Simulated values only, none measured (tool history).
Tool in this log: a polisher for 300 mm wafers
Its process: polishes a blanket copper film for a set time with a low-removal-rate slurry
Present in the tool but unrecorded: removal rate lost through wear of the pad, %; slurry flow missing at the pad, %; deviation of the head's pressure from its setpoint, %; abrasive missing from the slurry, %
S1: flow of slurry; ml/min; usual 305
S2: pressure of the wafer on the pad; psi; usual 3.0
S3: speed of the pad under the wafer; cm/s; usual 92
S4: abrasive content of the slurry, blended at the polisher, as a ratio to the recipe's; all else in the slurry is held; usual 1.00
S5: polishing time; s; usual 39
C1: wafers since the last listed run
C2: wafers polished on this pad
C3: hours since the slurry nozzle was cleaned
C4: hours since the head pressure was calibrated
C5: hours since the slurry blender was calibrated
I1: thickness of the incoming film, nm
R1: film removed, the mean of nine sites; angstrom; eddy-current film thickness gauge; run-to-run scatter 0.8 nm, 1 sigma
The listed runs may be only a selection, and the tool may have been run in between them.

run,hour,S1,S2,S3,S4,S5,C1,C2,C3,C4,C5,I1,R1
1,0.0,260,3.0,92,1.00,39,0,185,502.8,1034.7,148.3,719.4,934
2,14.6,260,3.0,92,1.00,39,191,377,517.4,1049.3,162.9,706.1,920
3,35.1,305,3.0,102,1.00,39,269,646,537.9,1069.8,183.4,701.7,986
# hour 42.2: worn pad replaced by a new one
4,44.5,305,3.0,92,1.00,39,70,29,547.3,1079.2,192.8,710.7,957
5,53.3,305,3.0,92,1.00,39,115,145,556.1,1088.0,201.6,723.0,945
6,69.2,225,2.7,92,1.00,39,208,354,572.0,1103.9,217.5,704.0,799
7,85.2,225,2.7,92,1.00,39,209,564,588.0,1119.9,233.5,709.0,782
# hour 102.1: worn pad replaced by a new one
8,102.6,225,2.7,92,1.00,39,175,6,605.4,1137.3,250.9,712.3,824
9,108.4,305,3.0,92,1.00,39,76,82,611.2,1143.1,256.7,699.4,956
10,124.0,305,3.0,92,1.00,39,204,287,626.8,1158.7,272.3,696.2,929
11,134.5,250,3.0,92,1.00,39,137,425,637.3,1169.2,282.8,717.1,884
12,143.8,305,3.0,92,1.00,39,122,547,646.6,1178.5,292.1,703.1,892
13,152.3,305,3.0,92,1.00,39,111,658,655.1,1187.0,300.6,711.1,887
14,158.6,305,3.0,92,1.00,39,82,741,661.4,1193.3,306.9,697.7,868
# hour 174.5: worn pad replaced by a new one
15,175.0,305,3.0,92,1.00,39,162,7,677.8,1209.7,323.3,708.7,953
16,182.0,305,3.0,68,1.30,39,91,98,684.8,1216.7,330.3,697.5,758
17,197.3,305,3.0,76,1.00,39,200,299,700.1,1232.0,345.6,715.0,780

The next listed run, before its measurement:
18,206.8,305,2.5,112,1.25,33,124,424,709.6,1241.5,355.1,697.1,?

Run 18 produced R1 779 angstrom.
With the hidden condition absent and the run-to-run variation left alone, this run would have shown R1 872 angstrom.
